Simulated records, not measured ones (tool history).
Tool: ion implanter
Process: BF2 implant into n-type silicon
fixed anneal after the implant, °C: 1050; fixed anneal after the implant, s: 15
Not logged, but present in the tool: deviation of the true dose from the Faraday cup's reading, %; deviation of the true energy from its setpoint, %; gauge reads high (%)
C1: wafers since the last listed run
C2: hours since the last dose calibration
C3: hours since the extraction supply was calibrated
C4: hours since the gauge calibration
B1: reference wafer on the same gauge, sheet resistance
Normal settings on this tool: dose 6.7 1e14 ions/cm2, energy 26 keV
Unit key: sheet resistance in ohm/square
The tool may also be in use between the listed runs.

run 1 hour=0 | dose=6.7 energy=26 | C1=0 C2=1902.2 C3=5652.5 C4=678.3 | B1=185.02 | sheet_resistance=217.77
run 2 hour=20.9 | dose=6.7 energy=26 | C1=373 C2=1923.1 C3=5673.4 C4=699.2 | B1=184.93 | sheet_resistance=216.53
run 3 hour=46.7 | dose=6.7 energy=26 | C1=460 C2=1948.9 C3=5699.2 C4=725 | B1=185.23 | sheet_resistance=215.83
run 4 hour=74.8 | dose=7.24 energy=19.5 | C1=501 C2=1977 C3=5727.3 C4=753.1 | B1=184.81 | sheet_resistance=212.41
run 5 hour=88 | dose=6.7 energy=26 | C1=235 C2=1990.2 C3=5740.5 C4=766.3 | B1=185.07 | sheet_resistance=217.16
run 6 hour=108.7 | dose=6.7 energy=26 | C1=369 C2=2010.9 C3=5761.2 C4=787 | B1=184.98 | sheet_resistance=217.86
run 7 hour=142.9 | dose=6.7 energy=26 | C1=610 C2=2045.1 C3=5795.4 C4=821.2 | B1=184.86 | sheet_resistance=217.99
run 8 hour=165.4 | dose=6.7 energy=26 | C1=401 C2=2067.6 C3=5817.9 C4=843.7 | B1=185.08 | sheet_resistance=215.89
run 9 hour=183 | dose=6.7 energy=30.5 | C1=314 C2=2085.2 C3=5835.5 C4=861.3 | B1=185.1 | sheet_resistance=213.58
run 10 hour=211.7 | dose=6.7 energy=30.5 | C1=512 C2=2113.9 C3=5864.2 C4=890 | B1=185.11 | sheet_resistance=212.79
run 11 hour=234.2 | dose=6.7 energy=26 | C1=401 C2=2136.4 C3=5886.7 C4=912.5 | B1=185.07 | sheet_resistance=218.71
run 12 hour=267.5 | dose=6.7 energy=26 | C1=594 C2=2169.7 C3=5920 C4=945.8 | B1=184.94 | sheet_resistance=217.81
-- hour=289.8 extraction supply calibrated
run 13 hour=292.7 | dose=6.7 energy=26 | C1=307 C2=2194.9 C3=2.9 C4=971 | B1=184.8 | sheet_resistance=218.12
run 14 hour=326.8 | dose=6.7 energy=26 | C1=609 C2=2229 C3=37 C4=1005.1 | B1=185.23 | sheet_resistance=219.73
-- hour=358.5 Faraday cup replaced and dose calibrated
run 15 hour=359.4 | dose=6.7 energy=29.5 | C1=439 C2=0.9 C3=69.6 C4=1037.7 | B1=184.78 | sheet_resistance=208.3
run 16 hour=379.1 | dose=6.7 energy=26 | C1=351 C2=20.6 C3=89.3 C4=1057.4 | B1=184.96 | sheet_resistance=212.73
run 17 hour=397.6 | dose=6.7 energy=26 | C1=330 C2=39.1 C3=107.8 C4=1075.9 | B1=185.42 | sheet_resistance=210.78
run 18 hour=417.9 | dose=7.79 energy=26 | C1=362 C2=59.4 C3=128.1 C4=1096.2 | B1=185 | sheet_resistance=188.81
-- hour=445.3 gauge calibrated
run 19 hour=451.2 | dose=6.7 energy=26 | C1=594 C2=92.7 C3=161.4 C4=5.9 | B1=185.24 | sheet_resistance=212.17
run 20 hour=479.1 | dose=5.03 energy=32 | C1=498 C2=120.6 C3=189.3 C4=33.8 | B1=184.64 | sheet_resistance=263.82
run 21 hour=495.3 | dose=6.7 energy=26 | C1=289 C2=136.8 C3=205.5 C4=50 | B1=185.33 | sheet_resistance=211.3
run 22 hour=525.2 | dose=5.36 energy=32.5 | C1=534 C2=166.7 C3=235.4 C4=79.9 | B1=185.03 | sheet_resistance=249.7
run 23 hour=550.7 | dose=4.7 energy=31.5 | C1=455 C2=192.2 C3=260.9 C4=105.4 | B1=185.17 | sheet_resistance=278.3
run 24 hour=568.4 | dose=6.7 energy=28.5 | C1=316 C2=209.9 C3=278.6 C4=123.1 | B1=185.14 | sheet_resistance=209.1
run 25 hour=582 | dose=5.8 energy=33.5 | C1=242 C2=223.5 C3=292.2 C4=136.7 | B1=185.25 | sheet_resistance=232.87
run 26 hour=641.6 | dose=5.31 energy=26 | C1=1064 C2=283.1 C3=351.8 C4=196.3 | B1=184.92 | sheet_resistance=258.02
run 27 hour=691.5 | dose=5.15 energy=26 | C1=891 C2=333 C3=401.7 C4=246.2 | B1=184.85 | sheet_resistance=263.86
run 28 hour=706.1 | dose=6.7 energy=34 | C1=260 C2=347.6 C3=416.3 C4=260.8 | B1=184.86 | sheet_resistance=206.41
run 29 hour=735.8 | dose=6.7 energy=26 | C1=530 C2=377.3 C3=446 C4=290.5 | B1=185.2 | sheet_resistance=211.12
run 30 hour=750.6 | dose=5.54 energy=31 | C1=264 C2=392.1 C3=460.8 C4=305.3 | B1=185.12 | sheet_resistance=244.75
run 31 hour=778.5 | dose=5.42 energy=33.5 | C1=498 C2=420 C3=488.7 C4=333.2 | B1=185.16 | sheet_resistance=247.27
run 32 hour=798.2 | dose=8.13 energy=23 | C1=351 C2=439.7 C3=508.4 C4=352.9 | B1=184.98 | sheet_resistance=187.53
run 33 hour=814 | dose=6.7 energy=32.5 | C1=282 C2=455.5 C3=524.2 C4=368.7 | B1=184.7 | sheet_resistance=207.85
run 34 hour=846.9 | dose=5.45 energy=17.5 | C1=587 C2=488.4 C3=557.1 C4=401.6 | B1=184.89 | sheet_resistance=265.17
run 35 hour=875.4 | dose=8.19 energy=18 | C1=509 C2=516.9 C3=585.6 C4=430.1 | B1=185.08 | sheet_resistance=195.36
run 36 hour=900 | dose=6.7 energy=26 | C1=439 C2=541.5 C3=610.2 C4=454.7 | B1=185.24 | sheet_resistance=212.81

For some of the steps in sheet resistance from one run to the next: how much would appear even if the tool had no hidden state, given the settings, what came in and random variation, and how much remains for the hidden state plus any gauge scatter that the measured result and the result without hidden state don't share?
Run 14 -> 15: energy 26 -> 29.5, Faraday cup replaced and dose calibrated. sheet resistance -11.43 ohm/square: hidden state -7.22, all else -4.21.
Run 23 -> 24: dose 4.7 -> 6.7, energy 31.5 -> 28.5. sheet resistance -69.2 ohm/square: hidden state -0.59, all else -68.61.
Run 31 -> 32: dose 5.42 -> 8.13, energy 33.5 -> 23. sheet resistance -59.74 ohm/square: hidden state -1.1, all else -58.64.
Run 34 -> 35: dose 5.45 -> 8.19, energy 17.5 -> 18. sheet resistance -69.81 ohm/square: hidden state -1.22, all else -68.59.
